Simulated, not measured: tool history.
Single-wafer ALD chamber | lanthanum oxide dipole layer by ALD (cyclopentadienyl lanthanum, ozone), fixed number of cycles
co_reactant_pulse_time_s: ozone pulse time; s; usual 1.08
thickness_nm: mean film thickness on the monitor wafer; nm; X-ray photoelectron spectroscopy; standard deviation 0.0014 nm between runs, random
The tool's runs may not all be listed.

run    hour  co_reactant_pulse_time_s  wafers since the last listed run  hours since the last thermocouple change  hours since the last ozone generator service  hours since the showerhead was replaced  hours since the gauge calibration  read-back reference wafer on the same gauge, thickness_nm  thickness_nm
  1     0.0                      1.08                                 0                                    1588.4                                         282.4                                   5434.4                              546.3                                                      0.637         0.543
  2    93.3                      1.08                              1899                                    1681.7                                         375.7                                   5527.7                              639.6                                                      0.637         0.542
  3   134.0                      1.08                               828                                    1722.4                                         416.4                                   5568.4                              680.3                                                      0.637         0.540
  4   225.1                      1.08                              1854                                    1813.5                                         507.5                                   5659.5                              771.4                                                      0.637         0.540
  5   290.2                      1.37                              1325                                    1878.6                                         572.6                                   5724.6                              836.5                                                      0.637         0.558
      296.7  -- gauge calibrated
  6   357.2                      1.37                              1363                                    1945.6                                         639.6                                   5791.6                               60.5                                                      0.637         0.559
  7   438.0                      1.37                              1644                                    2026.4                                         720.4                                   5872.4                              141.3                                                      0.637         0.557
  8   493.3                      1.08                              1125                                    2081.7                                         775.7                                   5927.7                              196.6                                                      0.637         0.536
      545.5  -- thermocouple changed; heater temperature recalibrated
  9   552.1                      0.82                              1033                                       6.6                                         834.5                                   5986.5                              255.4                                                      0.637         0.514
 10   628.6                      0.82                              1557                                      83.1                                         911.0                                   6063.0                              331.9                                                      0.637         0.515
 11   709.0                      0.76                              1636                                     163.5                                         991.4                                   6143.4                              412.3                                                      0.637         0.509
 12   807.5                      1.41                              2004                                     262.0                                        1089.9                                   6241.9                              510.8                                                      0.637         0.560
 13   904.3                      1.51                              1970                                     358.8                                        1186.7                                   6338.7                              607.6                                                      0.637         0.561
 14   964.6                      1.08                              1227                                     419.1                                        1247.0                                   6399.0                              667.9                                                      0.637         0.535
 15  1015.5                      1.51                              1036                                     470.0                                        1297.9                                   6449.9                              718.8                                                      0.637         0.560
 16  1075.3                      1.34                              1217                                     529.8                                        1357.7                                   6509.7                              778.6                                                      0.637         0.550
     1111.4  -- showerhead replaced
     1123.1  -- ozone generator serviced
 17  1155.7                      1.40                              1310                                     610.2                                          32.6                                     44.3                              859.0                                                      0.637         0.562
     1183.1  -- gauge calibrated
 18  1194.7                      0.92                               793                                     649.2                                          71.6                                     83.3                               11.6                                                      0.637         0.532
 19  1259.9                      1.28                              1327                                     714.4                                         136.8                                    148.5                               76.8                                                      0.637         0.554
 20  1312.7                      1.45                              1074                                     767.2                                         189.6                                    201.3                              129.6                                                      0.637         0.566
 21  1398.5                      0.73                              1746                                     853.0                                         275.4                                    287.1                              215.4                                                      0.637         0.512
 22  1562.5                      0.81                              3338                                    1017.0                                         439.4                                    451.1                              379.4                                                      0.637         0.519
 23  1606.0                      0.97                               885                                    1060.5                                         482.9                                    494.6                              422.9                                                      0.637         0.535

3 options for the next run, each taken on its own from the tool as it stands now. Forecast them:
  A  1606.4                      0.91                                 8                                    1060.9                                         483.3                                    495.0                              423.3                                                          ?             ?
  B  1606.4                      0.89                                 8                                    1060.9                                         483.3                                    495.0                              423.3                                                          ?             ?
  C  1606.4                      1.23                                 8                                    1060.9                                         483.3                                    495.0                              423.3                                                          ?             ?

run  read-back reference wafer on the same gauge, thickness_nm  thickness_nm
  A                                                      0.637         0.525
  B                                                      0.637         0.523
  C                                                      0.637         0.549
Stripped of hidden state, with their random variation kept, the same runs would have yielded:
run  thickness_nm
  A         0.529
  B         0.528
  C         0.552
